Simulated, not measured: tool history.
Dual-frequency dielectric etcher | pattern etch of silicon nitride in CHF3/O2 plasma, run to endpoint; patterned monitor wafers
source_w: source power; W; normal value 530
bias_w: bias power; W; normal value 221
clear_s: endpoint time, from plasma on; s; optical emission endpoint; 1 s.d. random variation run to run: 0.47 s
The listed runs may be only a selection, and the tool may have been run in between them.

run,hour,source_w,bias_w,"incoming incoming film thickness, nm",clear_s
1,0.0,530,221,112.3,74.6
2,47.9,530,221,111.1,73.0
3,122.4,530,221,112.4,74.8
4,172.1,530,221,110.8,74.0
5,224.6,530,196,112.6,78.9
# hour 256.5: upper electrode replaced
6,308.6,530,221,112.8,75.9
# hour 342.0: source power generator calibrated
# hour 355.3: wet clean of the chamber
7,372.9,530,221,112.5,73.1
8,437.8,530,221,111.8,73.1
9,501.4,530,191,112.9,77.0
10,569.0,650,249,112.9,65.5
# hour 601.2: bias power generator calibrated
11,608.4,530,205,112.1,75.3
12,703.9,530,221,112.9,75.0
13,757.9,530,260,112.6,71.1
14,798.7,530,221,113.2,76.3
15,850.0,600,221,112.4,71.4

Measured less the same run without the tool's hidden state. The same run-to-run variation is in both; the gauge's scatter may not be:
Hidden conditions of the tool in this case: etch rate over this chamber's usual, %; source power that arrives over what is set, %; bias power that arrives over what is set, %.
run,clear_s
1,+1.3
2,+1.5
3,+2.0
4,+2.3
5,+2.9
6,+3.2
7,-0.1
8,+0.3
9,+0.8
10,+1.0
11,+1.4
12,+2.0
13,+2.2
14,+2.7
15,+2.8

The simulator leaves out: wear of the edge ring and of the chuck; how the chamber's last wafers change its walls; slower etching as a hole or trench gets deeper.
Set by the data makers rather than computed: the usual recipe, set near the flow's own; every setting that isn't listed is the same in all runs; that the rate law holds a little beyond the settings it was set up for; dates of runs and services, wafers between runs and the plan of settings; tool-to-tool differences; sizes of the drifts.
